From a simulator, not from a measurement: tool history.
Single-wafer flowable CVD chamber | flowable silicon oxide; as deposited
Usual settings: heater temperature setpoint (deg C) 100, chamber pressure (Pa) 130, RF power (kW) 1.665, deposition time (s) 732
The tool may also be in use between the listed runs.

run	hour	heater temperature setpoint (deg C)	chamber pressure (Pa)	RF power (kW)	deposition time (s)	read-back reference wafer on the same gauge, thickness_nm	mean film thickness on the monitor wafer (nm)
1	0	100	130	1.665	732	581.681	559.865
2	44.3	100	130	1.665	732	582.193	556.901
3	88.3	100	130	1.665	732	582.884	564.881
4	158.1	100	130	1.665	732	584.285	563.86
5	222	100	130	1.665	732	585.346	566.643
6	284.7	100	130	1.665	732	586.79	568.031
7	350.4	111	130	1.665	732	588.171	396.765
# hour 414.6: gauge calibrated
# hour 448: thermocouple changed; heater temperature recalibrated
# hour 456.9: showerhead replaced
# hour 464.6: RF generator calibrated
# hour 518.1: capacitance manometer re-zeroed and calibrated
8	530.3	89	106.3	1.665	607	574.553	532.364
9	574.4	100	130	1.91	732	575.454	578.927
10	644.1	100	158.5	1.36	789	576.473	657.447
11	705.7	100	130	1.665	732	577.433	556.455
12	770.6	100	130	1.865	732	579.127	579.892
13	805.5	100	130	1.665	732	579.117	563.617
14	832.1	106	130	1.665	865	580.088	544.287

Forecast each of these 3 alternatives for the next run:
A	832.7	100	130	1.665	732	?	?
B	832.7	100	158.7	1.665	732	?	?
C	832.7	100	146.8	1.665	732	?	?

run	read-back reference wafer on the same gauge, thickness_nm	mean film thickness on the monitor wafer (nm)
A	580.263	563.363
B	580.263	682.655
C	580.263	634.588
Without the tool's hidden state the same runs would have given:
run	mean film thickness on the monitor wafer (nm)
A	553.663
B	670.9
C	623.661

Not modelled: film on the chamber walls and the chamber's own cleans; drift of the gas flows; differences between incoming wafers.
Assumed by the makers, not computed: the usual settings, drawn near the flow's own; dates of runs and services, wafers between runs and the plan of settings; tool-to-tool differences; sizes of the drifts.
